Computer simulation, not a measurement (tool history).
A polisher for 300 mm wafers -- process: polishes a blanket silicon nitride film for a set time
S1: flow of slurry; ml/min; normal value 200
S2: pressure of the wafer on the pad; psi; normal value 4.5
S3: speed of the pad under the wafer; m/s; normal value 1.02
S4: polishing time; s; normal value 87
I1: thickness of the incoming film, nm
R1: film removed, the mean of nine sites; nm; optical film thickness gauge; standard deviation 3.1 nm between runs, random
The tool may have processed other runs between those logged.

| run | day | S1 | S2 | S3 | S4 | I1 | R1 |
|---|---|---|---|---|---|---|---|
| 1 | 0.000 | 200 | 4.5 | 1.02 | 87 | 783.7 | 240.5 |
| 2 | 0.696 | 200 | 4.5 | 1.02 | 87 | 775.5 | 240.1 |
| 3 | 1.283 | 160 | 4.5 | 1.02 | 87 | 783.1 | 231.9 |
| 4 | 1.708 | 160 | 4.5 | 1.02 | 87 | 784.3 | 227.7 |
| 5 | 2.304 | 200 | 4.5 | 1.02 | 87 | 790.1 | 241.5 |
|  | 2.579 | worn pad replaced by a new one |
| 6 | 3.004 | 200 | 4.5 | 0.76 | 87 | 764.0 | 191.1 |
| 7 | 3.529 | 200 | 5.6 | 1.02 | 87 | 793.7 | 294.8 |
|  | 3.650 | head pressure recalibrated |
| 8 | 3.975 | 200 | 4.5 | 1.02 | 87 | 783.2 | 240.0 |
| 9 | 4.567 | 200 | 4.5 | 1.02 | 87 | 779.3 | 242.0 |
|  | 4.808 | slurry nozzle cleaned |
| 10 | 5.112 | 200 | 5.2 | 1.02 | 69 | 776.7 | 215.3 |
|  | 5.288 | worn pad replaced by a new one |
| 11 | 5.596 | 200 | 5.1 | 1.02 | 87 | 793.8 | 276.0 |
| 12 | 6.158 | 230 | 5.7 | 1.24 | 87 | 781.2 | 354.5 |
| 13 | 6.433 | 200 | 5.1 | 1.02 | 87 | 765.3 | 272.6 |
| 14 | 6.900 | 200 | 4.1 | 1.02 | 87 | 786.5 | 218.2 |
| 15 | 7.404 | 200 | 4.5 | 0.66 | 87 | 784.8 | 178.8 |

The tool's hidden state at each run:
removal rate lost through wear of the pad, %: 0 at every run
slurry flow missing at the pad, %: 0 at every run
deviation of the head's pressure from its setpoint, %: 0 at every run

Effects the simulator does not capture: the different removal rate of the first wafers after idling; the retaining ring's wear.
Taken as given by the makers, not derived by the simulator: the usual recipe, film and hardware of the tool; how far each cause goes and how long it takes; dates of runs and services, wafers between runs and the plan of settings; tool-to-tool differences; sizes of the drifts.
